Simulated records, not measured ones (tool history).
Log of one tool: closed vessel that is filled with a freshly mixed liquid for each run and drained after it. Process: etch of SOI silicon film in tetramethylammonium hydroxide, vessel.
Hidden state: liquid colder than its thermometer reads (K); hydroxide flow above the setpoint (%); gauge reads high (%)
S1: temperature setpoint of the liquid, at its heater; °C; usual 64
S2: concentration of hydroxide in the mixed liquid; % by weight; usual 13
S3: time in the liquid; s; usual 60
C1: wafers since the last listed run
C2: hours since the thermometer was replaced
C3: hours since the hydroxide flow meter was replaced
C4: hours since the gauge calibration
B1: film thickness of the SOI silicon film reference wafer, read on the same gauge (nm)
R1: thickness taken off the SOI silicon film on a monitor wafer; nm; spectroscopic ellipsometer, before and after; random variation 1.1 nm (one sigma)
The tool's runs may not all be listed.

{"run": 1, "hour": 0.0, "S1": 64, "S2": 13, "S3": 60, "C1": 0, "C2": 2271.8, "C3": 1592.5, "C4": 360.9, "B1": 150.01, "R1": 237.62}
{"run": 2, "hour": 69.5, "S1": 64, "S2": 13, "S3": 60, "C1": 7779, "C2": 2341.3, "C3": 1662, "C4": 430.4, "B1": 150.01, "R1": 236.86}
{"run": 3, "hour": 116.7, "S1": 64, "S2": 13, "S3": 50, "C1": 5283, "C2": 2388.5, "C3": 1709.2, "C4": 477.6, "B1": 150.02, "R1": 197.26}
{"run": 4, "hour": 188.3, "S1": 64, "S2": 13, "S3": 50, "C1": 8014, "C2": 2460.1, "C3": 1780.8, "C4": 549.2, "B1": 149.98, "R1": 196.37}
{"run": 5, "hour": 217.2, "S1": 64, "S2": 13, "S3": 50, "C1": 3234, "C2": 2489, "C3": 1809.7, "C4": 578.1, "B1": 149.96, "R1": 195.15}
{"run": 6, "hour": 247.2, "S1": 64, "S2": 13, "S3": 60, "C1": 3357, "C2": 2519, "C3": 1839.7, "C4": 608.1, "B1": 150.01, "R1": 232.38}
{"run": 7, "hour": 312.1, "S1": 64, "S2": 13, "S3": 60, "C1": 7264, "C2": 2583.9, "C3": 1904.6, "C4": 673, "B1": 149.96, "R1": 232.17}
{"hour": 335.8, "done": "thermometer replaced"}
{"run": 8, "hour": 346.7, "S1": 64, "S2": 13, "S3": 60, "C1": 3760, "C2": 10.9, "C3": 1939.2, "C4": 707.6, "B1": 150.02, "R1": 268.49}
{"run": 9, "hour": 394.5, "S1": 70, "S2": 9.5, "S3": 70, "C1": 5350, "C2": 58.7, "C3": 1987, "C4": 755.4, "B1": 150.01, "R1": 513.24}
{"hour": 450.6, "done": "gauge calibrated"}
{"run": 10, "hour": 457.3, "S1": 64, "S2": 13, "S3": 60, "C1": 7029, "C2": 121.5, "C3": 2049.8, "C4": 6.7, "B1": 150, "R1": 265.3}
{"run": 11, "hour": 487.4, "S1": 64, "S2": 14.5, "S3": 40, "C1": 3369, "C2": 151.6, "C3": 2079.9, "C4": 36.8, "B1": 149.99, "R1": 168.51}
{"run": 12, "hour": 542.0, "S1": 64, "S2": 13, "S3": 60, "C1": 6111, "C2": 206.2, "C3": 2134.5, "C4": 91.4, "B1": 150, "R1": 264.39}
{"hour": 570.3, "done": "hydroxide flow meter replaced"}
{"run": 13, "hour": 611.3, "S1": 60, "S2": 13, "S3": 30, "C1": 7644, "C2": 275.5, "C3": 41, "C4": 160.7, "B1": 150, "R1": 107.74}
{"run": 14, "hour": 675.2, "S1": 64, "S2": 13, "S3": 60, "C1": 7152, "C2": 339.4, "C3": 104.9, "C4": 224.6, "B1": 150.03, "R1": 275.47}
{"run": 15, "hour": 709.8, "S1": 60.5, "S2": 15, "S3": 90, "C1": 3872, "C2": 374, "C3": 139.5, "C4": 259.2, "B1": 149.97, "R1": 308.16}
{"run": 16, "hour": 737.1, "S1": 61.5, "S2": 15, "S3": 30, "C1": 3055, "C2": 401.3, "C3": 166.8, "C4": 286.5, "B1": 149.98, "R1": 109.04}

Run 17 comes next. What will it give?
{"run": 17, "hour": 839.6, "S1": 59, "S2": 9, "S3": 75, "C1": 11472, "C2": 503.8, "C3": 269.3, "C4": 389, "B1": "?", "R1": "?"}

B1: 150.01
R1: 287.09 nm
Without the tool's hidden state the same run would have given R1 301.87 nm.

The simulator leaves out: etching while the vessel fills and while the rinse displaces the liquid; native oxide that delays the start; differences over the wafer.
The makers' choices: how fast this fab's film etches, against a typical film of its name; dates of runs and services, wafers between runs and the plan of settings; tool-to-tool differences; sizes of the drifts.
